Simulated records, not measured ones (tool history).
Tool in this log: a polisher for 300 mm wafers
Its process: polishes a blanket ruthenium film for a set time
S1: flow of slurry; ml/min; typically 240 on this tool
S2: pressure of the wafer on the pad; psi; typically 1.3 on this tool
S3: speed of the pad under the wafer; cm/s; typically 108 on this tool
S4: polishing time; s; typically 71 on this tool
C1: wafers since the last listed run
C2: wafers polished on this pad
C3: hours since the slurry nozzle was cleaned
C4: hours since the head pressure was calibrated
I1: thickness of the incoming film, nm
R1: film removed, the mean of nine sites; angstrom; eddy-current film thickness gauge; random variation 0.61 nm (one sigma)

| run | hour | S1 | S2 | S3 | S4 | C1 | C2 | C3 | C4 | I1 | R1 |
|---|---|---|---|---|---|---|---|---|---|---|---|
| 1 | 0 | 240 | 1.3 | 108 | 64 | 0 | 1563 | 210.3 | 508.1 | 311.5 | 602 |
| 2 | 41.4 | 240 | 1.3 | 108 | 64 | 242 | 1805 | 251.7 | 549.5 | 311.8 | 593 |
| 3 | 74.3 | 240 | 1.3 | 108 | 64 | 192 | 1998 | 284.6 | 582.4 | 308 | 601 |
|  | 96.9 | worn pad replaced by a new one |
| 4 | 129.3 | 240 | 1.3 | 108 | 71 | 298 | 189 | 339.6 | 637.4 | 308.3 | 653 |
| 5 | 199.2 | 240 | 1.3 | 108 | 71 | 409 | 598 | 409.5 | 707.3 | 303.1 | 659 |
| 6 | 233.1 | 240 | 1.3 | 108 | 71 | 198 | 797 | 443.4 | 741.2 | 306 | 653 |
|  | 245.1 | head pressure recalibrated |
| 7 | 259.2 | 240 | 1.3 | 82 | 71 | 141 | 938 | 469.5 | 14.1 | 309.7 | 520 |
| 8 | 294.7 | 240 | 1.3 | 82 | 71 | 207 | 1146 | 505 | 49.6 | 307 | 517 |
| 9 | 327.9 | 295 | 1.5 | 108 | 71 | 194 | 1340 | 538.2 | 82.8 | 308.6 | 716 |
| 10 | 356.7 | 240 | 1.3 | 108 | 71 | 168 | 1509 | 567 | 111.6 | 307.2 | 615 |
| 11 | 428.1 | 240 | 1.3 | 108 | 71 | 417 | 1927 | 638.4 | 183 | 308.6 | 619 |
| 12 | 452.7 | 240 | 1.3 | 108 | 71 | 144 | 2071 | 663 | 207.6 | 314.7 | 622 |
|  | 458.8 | worn pad replaced by a new one |
| 13 | 477.8 | 240 | 1.3 | 108 | 71 | 123 | 111 | 688.1 | 232.7 | 313 | 616 |
|  | 485.8 | slurry nozzle cleaned |
| 14 | 516.4 | 240 | 1.3 | 108 | 71 | 220 | 331 | 30.6 | 271.3 | 313.3 | 607 |
| 15 | 565.3 | 175 | 1.5 | 96 | 47 | 286 | 617 | 79.5 | 320.2 | 308.1 | 405 |
|  | 625.1 | head pressure recalibrated, repeated, since the last time left the tool worse |
| 16 | 692.3 | 240 | 1 | 108 | 57 | 731 | 1349 | 206.5 | 67.2 | 309.4 | 464 |
| 17 | 754.1 | 240 | 0.9 | 108 | 71 | 361 | 1711 | 268.3 | 129 | 314.1 | 526 |
| 18 | 785.7 | 290 | 1.3 | 88 | 53 | 184 | 1896 | 299.9 | 160.6 | 314.6 | 444 |
|  | 838.4 | worn pad replaced by a new one |
| 19 | 838.9 | 240 | 1.3 | 108 | 86 | 288 | 3 | 353.1 | 213.8 | 313.6 | 843 |
| 20 | 877 | 240 | 1.3 | 108 | 71 | 223 | 226 | 391.2 | 251.9 | 310 | 673 |
| 21 | 948.6 | 240 | 0.9 | 108 | 83 | 419 | 645 | 462.8 | 323.5 | 312.7 | 599 |
| 22 | 1014.5 | 240 | 1.2 | 108 | 71 | 385 | 1031 | 528.7 | 389.4 | 307.6 | 631 |
| 23 | 1061.7 | 240 | 1.3 | 108 | 71 | 276 | 1307 | 575.9 | 436.6 | 310.6 | 659 |
| 24 | 1107.5 | 290 | 1.3 | 88 | 53 | 268 | 1575 | 621.7 | 482.4 | 311.7 | 437 |
|  | 1126.2 | slurry nozzle cleaned |
| 25 | 1170.4 | 240 | 1.5 | 74 | 71 | 362 | 1937 | 44.2 | 545.3 | 306.6 | 568 |
| 26 | 1196 | 240 | 1.5 | 108 | 71 | 149 | 2087 | 69.8 | 570.9 | 315.1 | 736 |
| 27 | 1246.2 | 240 | 1.7 | 108 | 71 | 293 | 2381 | 120 | 621.1 | 313.3 | 824 |
|  | 1254.6 | worn pad replaced by a new one |
| 28 | 1282 | 315 | 0.9 | 96 | 71 | 186 | 160 | 155.8 | 656.9 | 310.2 | 470 |
|  | 1312.2 | head pressure recalibrated |
| 29 | 1327.4 | 265 | 1.3 | 138 | 71 | 254 | 414 | 201.2 | 15.2 | 311.3 | 829 |
| 30 | 1366.1 | 200 | 1.3 | 108 | 59 | 226 | 640 | 239.9 | 53.9 | 316.9 | 564 |
| 31 | 1423.9 | 240 | 1.3 | 108 | 71 | 338 | 979 | 297.7 | 111.7 | 315.7 | 681 |
| 32 | 1490.9 | 240 | 1.1 | 108 | 71 | 392 | 1371 | 364.7 | 178.7 | 313.7 | 590 |
| 33 | 1547.5 | 265 | 1.6 | 142 | 85 | 331 | 1702 | 421.3 | 235.3 | 304.2 | 1203 |
| 34 | 1609.1 | 240 | 1.5 | 80 | 52 | 360 | 2063 | 482.9 | 296.9 | 314 | 451 |
| 35 | 1643.8 | 240 | 1.3 | 108 | 71 | 203 | 2266 | 517.6 | 331.6 | 310.1 | 681 |
|  | 1694 | worn pad replaced by a new one |
| 36 | 1696.5 | 240 | 1.2 | 132 | 85 | 285 | 14 | 570.3 | 384.3 | 312.5 | 883 |

Results for each run, recomputed without the tool's hidden state and with each run's random variation untouched:
Hidden state at play: removal rate lost through wear of the pad, %; slurry flow missing at the pad, %; deviation of the head's pressure from its setpoint, %.
| run | R1 |
|---|---|
| 1 | 626 |
| 2 | 618 |
| 3 | 628 |
| 4 | 686 |
| 5 | 697 |
| 6 | 692 |
| 7 | 573 |
| 8 | 572 |
| 9 | 795 |
| 10 | 684 |
| 11 | 693 |
| 12 | 697 |
| 13 | 693 |
| 14 | 685 |
| 15 | 458 |
| 16 | 466 |
| 17 | 532 |
| 18 | 450 |
| 19 | 858 |
| 20 | 687 |
| 21 | 615 |
| 22 | 651 |
| 23 | 683 |
| 24 | 455 |
| 25 | 594 |
| 26 | 771 |
| 27 | 867 |
| 28 | 496 |
| 29 | 829 |
| 30 | 566 |
| 31 | 686 |
| 32 | 598 |
| 33 | 1225 |
| 34 | 461 |
| 35 | 698 |
| 36 | 910 |

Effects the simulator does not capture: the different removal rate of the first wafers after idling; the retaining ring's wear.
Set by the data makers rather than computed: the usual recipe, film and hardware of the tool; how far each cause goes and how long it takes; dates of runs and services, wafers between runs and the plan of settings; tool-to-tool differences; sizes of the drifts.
